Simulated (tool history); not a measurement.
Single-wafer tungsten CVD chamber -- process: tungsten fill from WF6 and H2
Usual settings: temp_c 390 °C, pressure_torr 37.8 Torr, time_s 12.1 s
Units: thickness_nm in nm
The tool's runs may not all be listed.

run   hour  temp_c  pressure_torr  time_s  read-back reference wafer on the same gauge, thickness_nm  thickness_nm
  1      0     390           37.8    12.1                                                     27.911        28.055
  2   16.2     390           37.8    13.7                                                     27.897        31.791
  3   32.2     390           37.8    13.7                                                     27.888        31.631
  4   46.6     390           37.8    13.7                                                      27.89        31.865
  5     59     390           37.8    12.1                                                     27.916        28.183
  6   65.1     390           37.8    12.1                                                      27.91        27.819
  7   78.4     390           34.7    10.4                                                     27.894        23.143
  8   88.5     390           34.7    10.4                                                     27.901         23.16
  9  106.1     390           34.7    10.4                                                     27.906        23.197
 10  121.6     390           42.8    12.1                                                     27.884        29.246
 11  155.6     390           42.8    12.1                                                     27.886        29.141
 12  173.4     390           42.8    10.7                                                     27.903        25.682
     173.9  -- gauge calibrated
     201.2  -- thermocouple changed; heater temperature recalibrated
 13  205.1     390           42.8    10.7                                                     27.881         28.32
 14    221     390           42.8    10.7                                                     27.902        28.144
 15  234.1     400           37.8    10.9                                                     27.911        32.524
 16  246.6     384           37.8    12.1                                                     27.879        27.567
       256  -- showerhead replaced
 17  257.5     390           37.8    12.1                                                     27.898        30.506
     272.6  -- capacitance manometer re-zeroed and calibrated
 18  273.1     390           37.8    12.1                                                      27.89          31.5
 19  282.6     401           28.9    12.1                                                     27.923        34.493
 20    296     378           41.2      10                                                     27.896        21.678
 21  304.4     377           37.8    13.4                                                     27.905        27.595
 22  313.1     378           31.5    10.3                                                     27.885        20.157
 23  323.2     390           37.8    12.1                                                     27.889        31.178
 24  334.3     403           44.4     9.7                                                     27.887         32.62
 25  342.6     378           37.8    12.1                                                     27.913        25.269
 26  357.7     390           34.2    12.1                                                     27.885        30.087

For run 27, what comes out?
 27  363.8     405           34.5    12.9                                                          ?             ?

read-back reference wafer on the same gauge, thickness_nm: 27.923
thickness_nm: 41.146 nm
With the hidden condition absent and the run-to-run variation left alone, this run would have shown thickness_nm 41.275 nm.

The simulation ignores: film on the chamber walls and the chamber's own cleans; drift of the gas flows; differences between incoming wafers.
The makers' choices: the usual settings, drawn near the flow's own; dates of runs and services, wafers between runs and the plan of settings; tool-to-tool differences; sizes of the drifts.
